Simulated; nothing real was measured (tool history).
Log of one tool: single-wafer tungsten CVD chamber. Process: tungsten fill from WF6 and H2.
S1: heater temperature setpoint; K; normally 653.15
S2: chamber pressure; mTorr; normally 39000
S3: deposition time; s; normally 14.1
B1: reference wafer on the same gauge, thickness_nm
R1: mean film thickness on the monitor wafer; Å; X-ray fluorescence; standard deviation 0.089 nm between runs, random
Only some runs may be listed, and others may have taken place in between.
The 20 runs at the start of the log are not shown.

Run 21, day 26.483: usual settings but S1 649.15 K, S3 13 s; B1 30.111. Result: R1 268.63 Å.
Run 22, day 27.179: usual settings but S1 647.15 K, S2 29700 mTorr; B1 30.101. Result: R1 250.66 Å.
Run 23, day 28.625: usual settings but S1 648.15 K, S3 12.5 s; B1 30.106. Result: R1 251.06 Å.
Run 24, day 29.362: usual settings; B1 30.084. Result: R1 319.11 Å.
Run 25, day 30.746: usual settings; B1 30.106. Result: R1 319.72 Å.
Run 26, day 32.075: usual settings but S1 665.15 K, S2 33300 mTorr, S3 16.6 s; B1 30.093. Result: R1 465.43 Å.
Run 27, day 33.15: usual settings; B1 30.111. Result: R1 320.35 Å.
Run 28, day 33.875: usual settings but S1 658.15 K; B1 30.086. Result: R1 359.19 Å.
Run 29, day 35.346: usual settings but S1 663.15 K, S2 34000 mTorr, S3 12.5 s; B1 30.102. Result: R1 337.6 Å.
Run 30, day 35.962: usual settings but S1 645.15 K, S2 31600 mTorr, S3 12 s; B1 30.092. Result: R1 208.35 Å.
Run 31, day 37.208: usual settings; B1 30.095. Result: R1 319.77 Å.
Run 32, day 37.721: usual settings but S2 35800 mTorr, S3 16.5 s; B1 30.109. Result: R1 361.9 Å.
Run 33, day 39.133: usual settings but S1 660.15 K, S2 30500 mTorr, S3 11.7 s; B1 30.098. Result: R1 283.42 Å.
Run 34, day 40.071: usual settings; B1 30.098. Result: R1 320.24 Å.

Predict each of these 4 candidate next runs independently; none follows another, all start after run 34:
Run A, day 40.088: usual settings; B1 ?. Result: R1 ?.
Run B, day 40.088: usual settings but S2 41500 mTorr; B1 ?. Result: R1 ?.
Run C, day 40.088: usual settings but S1 649.15 K, S2 29700 mTorr, S3 13.3 s; B1 ?. Result: R1 ?.
Run D, day 40.088: usual settings but S1 640.15 K, S2 45000 mTorr, S3 12.9 s; B1 ?. Result: R1 ?.

run      B1      R1
  A  30.105  318.83
  B  30.105  326.17
  C  30.105  248.37
  D  30.105  225.27
With no hidden state in the tool, these same runs would have given:
run      R1
  A  318.83
  B  326.17
  C  248.37
  D  225.27
